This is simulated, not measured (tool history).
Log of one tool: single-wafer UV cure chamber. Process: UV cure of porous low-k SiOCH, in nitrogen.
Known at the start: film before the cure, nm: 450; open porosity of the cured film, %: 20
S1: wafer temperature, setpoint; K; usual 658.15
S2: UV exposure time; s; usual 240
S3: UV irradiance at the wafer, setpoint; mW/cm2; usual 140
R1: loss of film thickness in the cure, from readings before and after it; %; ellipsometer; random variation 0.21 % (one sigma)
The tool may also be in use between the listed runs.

run	hour	S1	S2	S3	R1
1	0.0	658.15	240	131	11.535
2	82.4	658.15	240	131	11.685
3	142.3	658.15	240	140	11.901
4	201.8	658.15	240	140	11.973
5	250.8	658.15	240	140	12.014
6	355.2	658.15	240	140	12.025
# hour 401.3: quartz window cleaned
7	436.7	658.15	240	140	11.737
8	497.1	658.15	240	140	11.898
9	549.1	658.15	240	140	11.686
10	596.8	658.15	150	140	9.583
11	692.0	658.15	340	140	13.239
12	735.6	658.15	340	140	13.121
13	781.9	658.15	340	140	13.012
14	824.3	658.15	240	140	10.963
# hour 902.2: quartz window cleaned
15	902.7	653.15	240	140	10.932
16	1104.6	658.15	240	140	11.102
17	1176.1	676.15	240	140	11.069
18	1279.3	658.15	240	140	10.668
# hour 1366.9: quartz window cleaned
# hour 1558.6: UV bulbs replaced
19	1562.7	666.15	165	140	11.139
20	1621.4	641.15	240	122	11.690
21	1715.5	645.15	375	122	14.338
22	1809.7	649.15	140	174	11.358
# hour 1828.9: quartz window cleaned
23	1861.2	658.15	170	122	10.605
24	1960.6	677.15	335	172	15.198
25	2054.4	648.15	385	180	15.887
26	2113.3	640.15	280	154	13.782
27	2150.0	658.15	170	140	11.043
28	2242.7	658.15	240	140	12.915
# hour 2278.1: quartz window cleaned
29	2315.0	658.15	360	118	14.070
30	2410.1	658.15	240	140	12.785

Some steps in R1 between neighbouring runs. How much of each would the tool show without its hidden state too (settings, what came in, random variation), and how much is left for the hidden state, with any gauge scatter that isn't in both results?
The hidden state here: lamp output below its setpoint, %; transmission lost against a clean window, %.
Run 10 -> 11: S2 150 -> 340. R1 +3.656 %: hidden state -0.218, all else +3.874.
Run 15 -> 16: S1 653.15 -> 658.15. R1 +0.170 %: hidden state -0.345, all else +0.515.
Run 18 -> 19: S1 658.15 -> 666.15, S2 240 -> 165, quartz window cleaned, UV bulbs replaced. R1 +0.471 %: hidden state +2.203, all else -1.732.
Run 21 -> 22: S1 645.15 -> 649.15, S2 375 -> 140, S3 122 -> 174. R1 -2.980 %: hidden state -0.004, all else -2.976.
Run 23 -> 24: S1 658.15 -> 677.15, S2 170 -> 335, S3 122 -> 172. R1 +4.593 %: hidden state -0.016, all else +4.609.
